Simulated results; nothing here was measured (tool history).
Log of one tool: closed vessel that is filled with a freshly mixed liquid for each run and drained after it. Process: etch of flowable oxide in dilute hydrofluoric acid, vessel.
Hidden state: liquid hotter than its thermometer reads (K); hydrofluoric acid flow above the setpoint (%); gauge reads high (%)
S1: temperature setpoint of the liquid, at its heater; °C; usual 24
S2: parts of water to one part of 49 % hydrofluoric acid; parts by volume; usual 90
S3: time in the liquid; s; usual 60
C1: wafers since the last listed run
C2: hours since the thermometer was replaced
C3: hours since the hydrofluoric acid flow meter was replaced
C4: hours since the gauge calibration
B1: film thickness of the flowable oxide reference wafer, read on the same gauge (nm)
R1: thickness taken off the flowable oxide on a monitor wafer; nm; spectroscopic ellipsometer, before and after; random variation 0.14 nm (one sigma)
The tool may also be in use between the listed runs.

run 1 hour=0.0 | S1=24 S2=90 S3=60 | C1=0 C2=449.7 C3=971.3 C4=143.0 | B1=69.97 | R1=26.26
run 2 hour=21.0 | S1=24 S2=90 S3=60 | C1=1544 C2=470.7 C3=992.3 C4=164.0 | B1=69.96 | R1=26.40
run 3 hour=39.4 | S1=24 S2=90 S3=60 | C1=1353 C2=489.1 C3=1010.7 C4=182.4 | B1=70.00 | R1=26.41
run 4 hour=69.4 | S1=24 S2=90 S3=60 | C1=2207 C2=519.1 C3=1040.7 C4=212.4 | B1=69.99 | R1=26.53
run 5 hour=86.5 | S1=24 S2=90 S3=60 | C1=1258 C2=536.2 C3=1057.8 C4=229.5 | B1=70.00 | R1=26.52
run 6 hour=110.6 | S1=24 S2=90 S3=60 | C1=1773 C2=560.3 C3=1081.9 C4=253.6 | B1=69.99 | R1=26.56
run 7 hour=124.9 | S1=24 S2=90 S3=60 | C1=1052 C2=574.6 C3=1096.2 C4=267.9 | B1=70.01 | R1=26.68
run 8 hour=215.1 | S1=24 S2=90 S3=60 | C1=6636 C2=664.8 C3=1186.4 C4=358.1 | B1=70.02 | R1=26.65
run 9 hour=241.0 | S1=24 S2=90 S3=60 | C1=1905 C2=690.7 C3=1212.3 C4=384.0 | B1=69.98 | R1=26.76
run 10 hour=259.5 | S1=24 S2=90 S3=60 | C1=1361 C2=709.2 C3=1230.8 C4=402.5 | B1=70.01 | R1=26.82
run 11 hour=290.5 | S1=24 S2=90 S3=60 | C1=2280 C2=740.2 C3=1261.8 C4=433.5 | B1=70.00 | R1=26.84
-- hour=341.5 thermometer replaced
run 12 hour=393.8 | S1=24 S2=90 S3=60 | C1=7526 C2=52.3 C3=1365.1 C4=536.8 | B1=70.03 | R1=26.90
run 13 hour=406.4 | S1=24 S2=75 S3=75 | C1=926 C2=64.9 C3=1377.7 C4=549.4 | B1=69.99 | R1=41.22
run 14 hour=439.6 | S1=24 S2=90 S3=60 | C1=2442 C2=98.1 C3=1410.9 C4=582.6 | B1=69.96 | R1=26.97
run 15 hour=465.0 | S1=24 S2=65 S3=60 | C1=1868 C2=123.5 C3=1436.3 C4=608.0 | B1=69.98 | R1=38.41
run 16 hour=485.4 | S1=24 S2=90 S3=60 | C1=1500 C2=143.9 C3=1456.7 C4=628.4 | B1=69.98 | R1=26.91
run 17 hour=510.8 | S1=26 S2=125 S3=60 | C1=1868 C2=169.3 C3=1482.1 C4=653.8 | B1=69.98 | R1=20.18
-- hour=530.1 gauge calibrated
run 18 hour=537.0 | S1=24 S2=130 S3=45 | C1=1927 C2=195.5 C3=1508.3 C4=6.9 | B1=70.00 | R1=13.40
run 19 hour=559.2 | S1=24 S2=90 S3=60 | C1=1633 C2=217.7 C3=1530.5 C4=29.1 | B1=70.04 | R1=27.00
-- hour=572.2 hydrofluoric acid flow meter replaced
run 20 hour=586.8 | S1=24 S2=90 S3=60 | C1=1956 C2=245.3 C3=14.6 C4=56.7 | B1=69.98 | R1=25.01
run 21 hour=613.8 | S1=24 S2=90 S3=60 | C1=1986 C2=272.3 C3=41.6 C4=83.7 | B1=69.97 | R1=24.92
run 22 hour=649.8 | S1=21 S2=125 S3=60 | C1=2648 C2=308.3 C3=77.6 C4=119.7 | B1=69.97 | R1=15.38
run 23 hour=681.9 | S1=24 S2=120 S3=80 | C1=2361 C2=340.4 C3=109.7 C4=151.8 | B1=70.00 | R1=24.54
run 24 hour=707.5 | S1=22 S2=75 S3=45 | C1=1883 C2=366.0 C3=135.3 C4=177.4 | B1=69.97 | R1=21.45
run 25 hour=735.3 | S1=20 S2=125 S3=30 | C1=2045 C2=393.8 C3=163.1 C4=205.2 | B1=70.05 | R1=7.49

How the hidden state differs across the entries between the runs, from the last listed run before each to the first after it:
Between runs 11 and 12: thermometer replaced (hour 341.5)
  hydrofluoric acid flow above the setpoint (%): 6.32 -> 6.78
  measured less the result without the state, R1: +1.77 -> +1.89 nm
Between runs 17 and 18: gauge calibrated (hour 530.1)
  hydrofluoric acid flow above the setpoint (%): 7.31 -> 7.43
  measured less the result without the state, R1: +1.57 -> +1.06 nm
Between runs 19 and 20: hydrofluoric acid flow meter replaced (hour 572.2)
  hydrofluoric acid flow above the setpoint (%): 7.53 -> 0.401
  measured less the result without the state, R1: +2.09 -> +0.11 nm
